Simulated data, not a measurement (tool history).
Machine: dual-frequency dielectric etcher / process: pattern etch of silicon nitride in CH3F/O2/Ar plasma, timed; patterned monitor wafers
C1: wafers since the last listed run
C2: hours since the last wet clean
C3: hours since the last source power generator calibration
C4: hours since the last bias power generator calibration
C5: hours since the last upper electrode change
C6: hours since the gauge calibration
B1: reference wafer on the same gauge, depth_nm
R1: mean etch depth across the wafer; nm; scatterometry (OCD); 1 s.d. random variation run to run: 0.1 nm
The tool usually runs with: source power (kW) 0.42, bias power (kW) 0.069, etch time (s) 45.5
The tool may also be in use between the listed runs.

run 1 day=0 | source_power_(kW)=0.42 bias_power_(kW)=0.069 etch_time_(s)=45.5 | C1=0 C2=406.8 C3=3508.5 C4=1282.2 C5=2582.4 C6=1131.4 | B1=30.71 | R1=35.04
run 2 day=1.071 | source_power_(kW)=0.42 bias_power_(kW)=0.069 etch_time_(s)=45.5 | C1=195 C2=432.5 C3=3534.2 C4=1307.9 C5=2608.1 C6=1157.1 | B1=30.68 | R1=34.93
run 3 day=1.812 | source_power_(kW)=0.42 bias_power_(kW)=0.069 etch_time_(s)=45.5 | C1=135 C2=450.3 C3=3552 C4=1325.7 C5=2625.9 C6=1174.9 | B1=30.68 | R1=35.04
run 4 day=2.783 | source_power_(kW)=0.37 bias_power_(kW)=0.069 etch_time_(s)=45.5 | C1=177 C2=473.6 C3=3575.3 C4=1349 C5=2649.2 C6=1198.2 | B1=30.73 | R1=33.2
run 5 day=3.35 | source_power_(kW)=0.42 bias_power_(kW)=0.069 etch_time_(s)=45.5 | C1=103 C2=487.2 C3=3588.9 C4=1362.6 C5=2662.8 C6=1211.8 | B1=30.68 | R1=34.9
run 6 day=4.067 | source_power_(kW)=0.42 bias_power_(kW)=0.069 etch_time_(s)=54.5 | C1=130 C2=504.4 C3=3606.1 C4=1379.8 C5=2680 C6=1229 | B1=30.68 | R1=42.02
run 7 day=5.258 | source_power_(kW)=0.42 bias_power_(kW)=0.069 etch_time_(s)=54.5 | C1=217 C2=533 C3=3634.7 C4=1408.4 C5=2708.6 C6=1257.6 | B1=30.67 | R1=42.09
run 8 day=6.125 | source_power_(kW)=0.42 bias_power_(kW)=0.069 etch_time_(s)=54.5 | C1=158 C2=553.8 C3=3655.5 C4=1429.2 C5=2729.4 C6=1278.4 | B1=30.66 | R1=42.26
-- day=6.375 gauge calibrated
run 9 day=8.867 | source_power_(kW)=0.42 bias_power_(kW)=0.069 etch_time_(s)=45.5 | C1=501 C2=619.6 C3=3721.3 C4=1495 C5=2795.2 C6=59.8 | B1=30.7 | R1=35.42
-- day=9.308 source power generator calibrated
-- day=10.096 wet clean of the chamber
run 10 day=10.117 | source_power_(kW)=0.42 bias_power_(kW)=0.069 etch_time_(s)=45.5 | C1=53 C2=0.5 C3=19.4 C4=1525 C5=2825.2 C6=89.8 | B1=30.72 | R1=34.63
run 11 day=11.471 | source_power_(kW)=0.42 bias_power_(kW)=0.069 etch_time_(s)=51 | C1=247 C2=33 C3=51.9 C4=1557.5 C5=2857.7 C6=122.3 | B1=30.69 | R1=38.85
run 12 day=12.475 | source_power_(kW)=0.39 bias_power_(kW)=0.058 etch_time_(s)=53 | C1=183 C2=57.1 C3=76 C4=1581.6 C5=2881.8 C6=146.4 | B1=30.68 | R1=35.47
run 13 day=13.342 | source_power_(kW)=0.42 bias_power_(kW)=0.075 etch_time_(s)=45.5 | C1=158 C2=77.9 C3=96.8 C4=1602.4 C5=2902.6 C6=167.2 | B1=30.72 | R1=36.4
-- day=14.938 upper electrode replaced
run 14 day=14.958 | source_power_(kW)=0.42 bias_power_(kW)=0.069 etch_time_(s)=45.5 | C1=112 C2=116.7 C3=135.6 C4=1641.2 C5=0.5 C6=206 | B1=30.68 | R1=34.68
run 15 day=15.604 | source_power_(kW)=0.42 bias_power_(kW)=0.081 etch_time_(s)=33.5 | C1=118 C2=132.2 C3=151.1 C4=1656.7 C5=16 C6=221.5 | B1=30.69 | R1=28.07
run 16 day=18.075 | source_power_(kW)=0.42 bias_power_(kW)=0.069 etch_time_(s)=45.5 | C1=451 C2=191.5 C3=210.4 C4=1716 C5=75.3 C6=280.8 | B1=30.7 | R1=34.99
run 17 day=19.521 | source_power_(kW)=0.42 bias_power_(kW)=0.069 etch_time_(s)=45.5 | C1=264 C2=226.2 C3=245.1 C4=1750.7 C5=110 C6=315.5 | B1=30.68 | R1=34.71
-- day=21.138 bias power generator calibrated
run 18 day=21.158 | source_power_(kW)=0.42 bias_power_(kW)=0.069 etch_time_(s)=45.5 | C1=268 C2=265.5 C3=284.4 C4=0.5 C5=149.3 C6=354.8 | B1=30.69 | R1=34.57
run 19 day=22.392 | source_power_(kW)=0.46 bias_power_(kW)=0.069 etch_time_(s)=35.5 | C1=225 C2=295.1 C3=314 C4=30.1 C5=178.9 C6=384.4 | B1=30.69 | R1=27.91
run 20 day=23.779 | source_power_(kW)=0.42 bias_power_(kW)=0.069 etch_time_(s)=36 | C1=253 C2=328.4 C3=347.3 C4=63.4 C5=212.2 C6=417.7 | B1=30.72 | R1=27.35
run 21 day=24.725 | source_power_(kW)=0.38 bias_power_(kW)=0.076 etch_time_(s)=39 | C1=172 C2=351.1 C3=370 C4=86.1 C5=234.9 C6=440.4 | B1=30.69 | R1=29.78
run 22 day=25.925 | source_power_(kW)=0.51 bias_power_(kW)=0.069 etch_time_(s)=33.5 | C1=219 C2=379.9 C3=398.8 C4=114.9 C5=263.7 C6=469.2 | B1=30.63 | R1=27.52
run 23 day=27.171 | source_power_(kW)=0.42 bias_power_(kW)=0.069 etch_time_(s)=45.5 | C1=227 C2=409.8 C3=428.7 C4=144.8 C5=293.6 C6=499.1 | B1=30.75 | R1=34.68
run 24 day=27.996 | source_power_(kW)=0.42 bias_power_(kW)=0.053 etch_time_(s)=38 | C1=150 C2=429.6 C3=448.5 C4=164.6 C5=313.4 C6=518.9 | B1=30.71 | R1=24.93
run 25 day=28.667 | source_power_(kW)=0.46 bias_power_(kW)=0.085 etch_time_(s)=58 | C1=122 C2=445.7 C3=464.6 C4=180.7 C5=329.5 C6=535 | B1=30.69 | R1=51.14
run 26 day=30.154 | source_power_(kW)=0.33 bias_power_(kW)=0.058 etch_time_(s)=45.5 | C1=271 C2=481.4 C3=500.3 C4=216.4 C5=365.2 C6=570.7 | B1=30.7 | R1=28.39
run 27 day=30.675 | source_power_(kW)=0.42 bias_power_(kW)=0.063 etch_time_(s)=36.5 | C1=95 C2=493.9 C3=512.8 C4=228.9 C5=377.7 C6=583.2 | B1=30.69 | R1=26.46
run 28 day=32.021 | source_power_(kW)=0.49 bias_power_(kW)=0.074 etch_time_(s)=58.5 | C1=246 C2=526.2 C3=545.1 C4=261.2 C5=410 C6=615.5 | B1=30.68 | R1=49.51
run 29 day=33.058 | source_power_(kW)=0.34 bias_power_(kW)=0.069 etch_time_(s)=45.5 | C1=189 C2=551.1 C3=570 C4=286.1 C5=434.9 C6=640.4 | B1=30.7 | R1=31.72
run 30 day=33.738 | source_power_(kW)=0.42 bias_power_(kW)=0.069 etch_time_(s)=45.5 | C1=124 C2=567.4 C3=586.3 C4=302.4 C5=451.2 C6=656.7 | B1=30.74 | R1=34.77
run 31 day=34.921 | source_power_(kW)=0.51 bias_power_(kW)=0.059 etch_time_(s)=50.5 | C1=216 C2=595.8 C3=614.7 C4=330.8 C5=479.6 C6=685.1 | B1=30.69 | R1=38.67

Hidden state or all else? Some run-to-run changes of R1, split into what the settings, what came in and random variation would give without the hidden state, and what is left for the hidden state (with any gauge scatter that isn't in both results):
Hidden state at play: etch rate over this chamber's usual, %; source power that arrives over what is set, %; bias power that arrives over what is set, %; gauge reads high (%).
Run 9 -> 10: source power generator calibrated, wet clean of the chamber. R1 -0.79 nm: hidden state -0.76, all else -0.03.
Run 24 -> 25: source power (kW) 0.42 -> 0.46, bias power (kW) 0.053 -> 0.085, etch time (s) 38 -> 58. R1 +26.21 nm: hidden state +0.53, all else +25.68.
Run 25 -> 26: source power (kW) 0.46 -> 0.33, bias power (kW) 0.085 -> 0.058, etch time (s) 58 -> 45.5. R1 -22.75 nm: hidden state -0.4, all else -22.35.
Run 27 -> 28: source power (kW) 0.42 -> 0.49, bias power (kW) 0.063 -> 0.074, etch time (s) 36.5 -> 58.5. R1 +23.05 nm: hidden state +0.53, all else +22.52.
